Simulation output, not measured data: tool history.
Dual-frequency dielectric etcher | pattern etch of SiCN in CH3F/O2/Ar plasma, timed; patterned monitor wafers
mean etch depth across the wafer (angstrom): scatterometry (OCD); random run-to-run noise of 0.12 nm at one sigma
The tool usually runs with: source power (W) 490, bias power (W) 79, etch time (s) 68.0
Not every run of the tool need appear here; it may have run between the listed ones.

run	day	source power (W)	bias power (W)	etch time (s)	wafers since the last listed run	hours since the last wet clean	hours since the last source power generator calibration	hours since the last bias power generator calibration	hours since the last upper electrode change	hours since the gauge calibration	read-back reference wafer on the same gauge, depth_nm	mean etch depth across the wafer (angstrom)
1	0.000	550	79	68.0	0	500.5	1921.6	1421.6	3042.0	206.6	23.40	312.8
2	0.283	550	79	68.0	49	507.3	1928.4	1428.4	3048.8	213.4	23.40	315.5
3	0.988	550	79	68.0	122	524.2	1945.3	1445.3	3065.7	230.3	23.41	312.5
4	1.600	450	92	68.0	106	538.9	1960.0	1460.0	3080.4	245.0	23.40	299.7
# day 2.042: bias power generator calibrated
5	2.062	490	79	68.0	51	550.0	1971.1	0.5	3091.5	256.1	23.42	298.9
6	2.333	490	79	68.0	47	556.5	1977.6	7.0	3098.0	262.6	23.40	299.7
# day 3.525: upper electrode replaced
7	3.546	490	79	68.0	36	585.6	2006.7	36.1	0.5	291.7	23.39	300.9
8	3.558	490	79	68.0	2	585.9	2007.0	36.4	0.8	292.0	23.39	302.1
# day 4.354: gauge calibrated
# day 4.633: wet clean of the chamber
9	4.654	490	79	68.0	16	0.5	2033.3	62.7	27.1	7.2	23.42	284.4
10	4.671	490	79	68.0	2	0.9	2033.7	63.1	27.5	7.6	23.39	286.8
11	4.683	490	79	68.0	2	1.2	2034.0	63.4	27.8	7.9	23.40	288.3
12	4.821	570	86	75.5	23	4.5	2037.3	66.7	31.1	11.2	23.39	344.2
13	5.342	550	79	68.0	90	17.0	2049.8	79.2	43.6	23.7	23.40	302.8
14	5.712	490	79	68.0	64	25.9	2058.7	88.1	52.5	32.6	23.38	286.7
15	6.392	460	85	60.5	117	42.2	2075.0	104.4	68.8	48.9	23.40	253.5
# day 6.888: source power generator calibrated
16	6.942	590	79	84.5	66	55.4	1.3	117.6	82.0	62.1	23.41	385.8
17	7.571	380	66	68.0	109	70.5	16.4	132.7	97.1	77.2	23.39	248.5
18	8.275	430	64	63.0	122	87.4	33.3	149.6	114.0	94.1	23.39	242.0
19	8.675	490	79	68.0	69	97.0	42.9	159.2	123.6	103.7	23.40	285.9
20	9.304	580	65	53.5	109	112.1	58.0	174.3	138.7	118.8	23.37	234.0
21	9.608	490	79	68.0	52	119.4	65.3	181.6	146.0	126.1	23.40	287.9
22	10.212	550	63	68.0	104	133.9	79.8	196.1	160.5	140.6	23.41	292.9
23	10.521	490	79	52.5	53	141.3	87.2	203.5	167.9	148.0	23.41	224.5
24	10.771	490	79	68.0	43	147.3	93.2	209.5	173.9	154.0	23.40	287.7
25	11.488	400	62	55.5	124	164.5	110.4	226.7	191.1	171.2	23.39	207.1
26	12.167	440	95	58.5	117	180.8	126.7	243.0	207.4	187.5	23.41	251.3
27	12.708	430	79	74.5	94	193.8	139.7	256.0	220.4	200.5	23.41	303.2
28	13.112	430	88	68.0	70	203.5	149.4	265.7	230.1	210.2	23.40	283.4
29	14.608	490	79	68.0	259	239.4	185.3	301.6	266.0	246.1	23.41	292.4
30	14.950	490	79	68.0	59	247.6	193.5	309.8	274.2	254.3	23.42	294.2
31	15.442	490	79	85.0	85	259.4	205.3	321.6	286.0	266.1	23.39	370.0

Here are 3 independent what-if runs from the current tool condition. What would each one return?
A	15.458	490	97	68.0	2	259.8	205.7	322.0	286.4	266.5	?	?
B	15.458	460	73	75.5	2	259.8	205.7	322.0	286.4	266.5	?	?
C	15.458	590	79	68.0	2	259.8	205.7	322.0	286.4	266.5	?	?

run	read-back reference wafer on the same gauge, depth_nm	mean etch depth across the wafer (angstrom)
A	23.38	308.4
B	23.38	311.3
C	23.38	317.0
Without the tool's hidden state the same runs would have given:
run	mean etch depth across the wafer (angstrom)
A	301.5
B	304.4
C	310.0

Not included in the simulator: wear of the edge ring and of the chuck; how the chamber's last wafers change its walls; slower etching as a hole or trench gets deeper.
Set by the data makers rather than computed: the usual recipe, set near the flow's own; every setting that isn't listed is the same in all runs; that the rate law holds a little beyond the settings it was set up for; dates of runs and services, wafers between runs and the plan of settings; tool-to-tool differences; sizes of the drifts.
